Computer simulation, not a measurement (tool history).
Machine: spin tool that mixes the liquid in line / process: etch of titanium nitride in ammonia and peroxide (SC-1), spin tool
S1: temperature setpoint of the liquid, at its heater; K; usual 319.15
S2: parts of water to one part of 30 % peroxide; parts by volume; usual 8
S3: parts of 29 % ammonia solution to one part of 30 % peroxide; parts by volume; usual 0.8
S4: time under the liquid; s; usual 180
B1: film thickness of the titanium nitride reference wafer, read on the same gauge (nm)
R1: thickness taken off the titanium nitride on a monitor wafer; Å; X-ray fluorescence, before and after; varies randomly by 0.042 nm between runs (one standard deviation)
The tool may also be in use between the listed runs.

| run | hour | S1 | S2 | S3 | S4 | B1 | R1 |
|---|---|---|---|---|---|---|---|
| 1 | 0 | 319.15 | 8 | 0.8 | 180 | 60 | 51.4 |
| 2 | 78.9 | 319.15 | 8 | 0.6 | 180 | 60.06 | 49.6 |
| 3 | 131.2 | 319.15 | 8 | 0.6 | 180 | 60.06 | 50.2 |
| 4 | 216 | 319.15 | 8 | 0.6 | 180 | 60 | 49.1 |
| 5 | 275.8 | 319.15 | 5 | 0.8 | 180 | 59.95 | 64.2 |
|  | 277.7 | thermometer replaced |
|  | 299.3 | gauge calibrated |
|  | 356.3 | new drum of ammonia solution connected |
| 6 | 364.8 | 319.15 | 8 | 0.8 | 180 | 60 | 51.5 |
|  | 391.3 | ammonia flow meter replaced |
| 7 | 455.3 | 319.15 | 5 | 0.8 | 240 | 60.03 | 84.8 |
| 8 | 562.9 | 319.15 | 8 | 0.8 | 180 | 60 | 51.7 |
|  | 667.4 | heated supply line repaired |
| 9 | 837.6 | 311.15 | 5.5 | 0.8 | 180 | 60.04 | 35.5 |
|  | 862.5 | new drum of ammonia solution connected |
| 10 | 916.7 | 319.15 | 8 | 0.8 | 180 | 59.98 | 53.4 |
| 11 | 1008.9 | 319.15 | 10.5 | 0.8 | 180 | 59.96 | 46.1 |
| 12 | 1050.3 | 312.15 | 8 | 0.8 | 180 | 59.98 | 32.2 |
| 13 | 1153.6 | 319.15 | 8 | 0.8 | 180 | 60.02 | 53.5 |
| 14 | 1226.4 | 314.65 | 6 | 0.8 | 180 | 60 | 44.2 |
| 15 | 1291.3 | 313.15 | 8 | 0.6 | 180 | 60 | 32.8 |
| 16 | 1396 | 319.15 | 5 | 0.8 | 240 | 60.01 | 88.3 |
|  | 1417 | new drum of ammonia solution connected |
| 17 | 1438.5 | 319.15 | 8 | 0.8 | 180 | 60.03 | 53.1 |
| 18 | 1528.5 | 319.15 | 12 | 0.8 | 180 | 60.01 | 43.9 |
| 19 | 1625.9 | 319.15 | 8 | 0.8 | 180 | 60.02 | 53.3 |
| 20 | 1665.3 | 319.15 | 8 | 1.1 | 275 | 60.03 | 84.9 |
| 21 | 1733.1 | 319.15 | 6 | 1.1 | 180 | 60.02 | 63.4 |
|  | 1805.3 | thermometer replaced |
| 22 | 1827.8 | 323.15 | 8 | 0.55 | 180 | 59.99 | 66.1 |
| 23 | 1901.7 | 316.65 | 8 | 0.8 | 180 | 60.02 | 43.5 |
| 24 | 1949.2 | 311.15 | 8 | 1.1 | 180 | 59.95 | 30.2 |
| 25 | 2026.1 | 313.15 | 5 | 0.5 | 125 | 60.05 | 27.4 |

Below, each run's measurement less what the same run would have read without the hidden state. Both values contain the same run-to-run variation, but the gauge's scatter may not be the same in both:
What the log doesn't record here: liquid colder than its thermometer reads (K); ammonia flow above the setpoint (%); temperature lost on the way to the wafer (K); ammonia solution weaker than its label (%); gauge reads high (%).
| run | R1 |
|---|---|
| 1 | -2.5 |
| 2 | -2.5 |
| 3 | -2.6 |
| 4 | -2.7 |
| 5 | -3.6 |
| 6 | -3 |
| 7 | -5.1 |
| 8 | -3.2 |
| 9 | -0.6 |
| 10 | -0.9 |
| 11 | -0.9 |
| 12 | -0.6 |
| 13 | -1.2 |
| 14 | -1.1 |
| 15 | -0.9 |
| 16 | -2.4 |
| 17 | -1.5 |
| 18 | -1.3 |
| 19 | -1.8 |
| 20 | -2.9 |
| 21 | -2.3 |
| 22 | -2.5 |
| 23 | -1.8 |
| 24 | -1.3 |
| 25 | -1.2 |

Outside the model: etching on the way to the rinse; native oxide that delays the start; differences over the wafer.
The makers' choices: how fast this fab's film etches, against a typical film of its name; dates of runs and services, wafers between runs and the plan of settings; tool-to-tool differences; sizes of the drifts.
